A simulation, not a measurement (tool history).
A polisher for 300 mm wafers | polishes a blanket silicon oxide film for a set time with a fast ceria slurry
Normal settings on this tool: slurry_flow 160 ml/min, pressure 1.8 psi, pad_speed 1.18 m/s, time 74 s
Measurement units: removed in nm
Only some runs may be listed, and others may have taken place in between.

run,hour,slurry_flow,pressure,pad_speed,time,"incoming thickness of the incoming film, nm",removed
1,0.0,160,1.8,1.18,74,3627.4,823.3
2,28.6,160,1.8,1.18,74,3601.0,790.1
3,75.3,160,1.8,1.18,74,3647.1,841.2
4,99.8,160,1.8,1.18,64,3612.6,703.5
5,121.4,125,1.8,1.18,74,3577.9,796.8
6,139.8,125,1.8,1.18,74,3576.9,771.5
7,154.9,125,1.8,1.18,74,3591.2,753.1
8,170.8,160,1.8,1.18,74,3626.1,773.3
9,192.1,160,1.8,1.18,74,3634.8,755.3
10,207.0,125,1.8,1.18,74,3631.9,776.1
11,238.9,160,1.8,0.80,55,3676.7,451.6
12,270.5,160,1.6,1.18,74,3622.0,810.4
13,289.3,175,1.6,0.90,95,3610.3,776.3
14,307.1,160,2.1,1.18,74,3660.0,955.6
15,333.6,140,2.3,0.98,49,3593.6,615.5
16,368.8,160,1.8,1.18,74,3601.9,868.8
17,429.1,195,1.5,1.44,83,3603.8,978.2
18,446.9,160,1.3,1.18,74,3626.8,673.0
19,472.4,160,1.8,1.18,74,3601.9,857.3

Withheld: 7 entries from between the runs. Position of each, and hidden state at the listed run before versus the listed run after:
Logged between run 2 and run 3: worn pad replaced by a new one (hour 34.7)
  removal rate lost through wear of the pad, %: 8.72 -> 5.61; slurry flow missing at the pad, %: 22.2 -> 25.9
  measured minus no-state result, removed: -121.7 -> -109.0 nm
Logged between run 4 and run 5: worn pad replaced by a new one (hour 121.1)
  removal rate lost through wear of the pad, %: 8.31 -> 2.23; slurry flow missing at the pad, %: 28 -> 29.9
  measured minus no-state result, removed: -120.6 -> -104.4 nm
Logged between run 9 and run 10: slurry nozzle cleaned (hour 201.0)
  removal rate lost through wear of the pad, %: 10 -> 11.7; slurry flow missing at the pad, %: 36.7 -> 1.86
  measured minus no-state result, removed: -179.7 -> -106.2 nm
Logged between run 10 and run 11: head pressure recalibrated (hour 212.8); worn pad replaced by a new one (hour 221.6)
  removal rate lost through wear of the pad, %: 11.7 -> 2.28; slurry flow missing at the pad, %: 1.86 -> 1.97
  measured minus no-state result, removed: -106.2 -> -12.2 nm
Logged between run 14 and run 15: worn pad replaced by a new one (hour 327.9)
  removal rate lost through wear of the pad, %: 9.8 -> 1.86; slurry flow missing at the pad, %: 2.76 -> 3.26
  measured minus no-state result, removed: -109.2 -> -16.0 nm
Logged between run 17 and run 18: worn pad replaced by a new one (hour 433.4)
  removal rate lost through wear of the pad, %: 12.4 -> 2.39; slurry flow missing at the pad, %: 6.02 -> 6.69
  measured minus no-state result, removed: -148.7 -> -25.4 nm
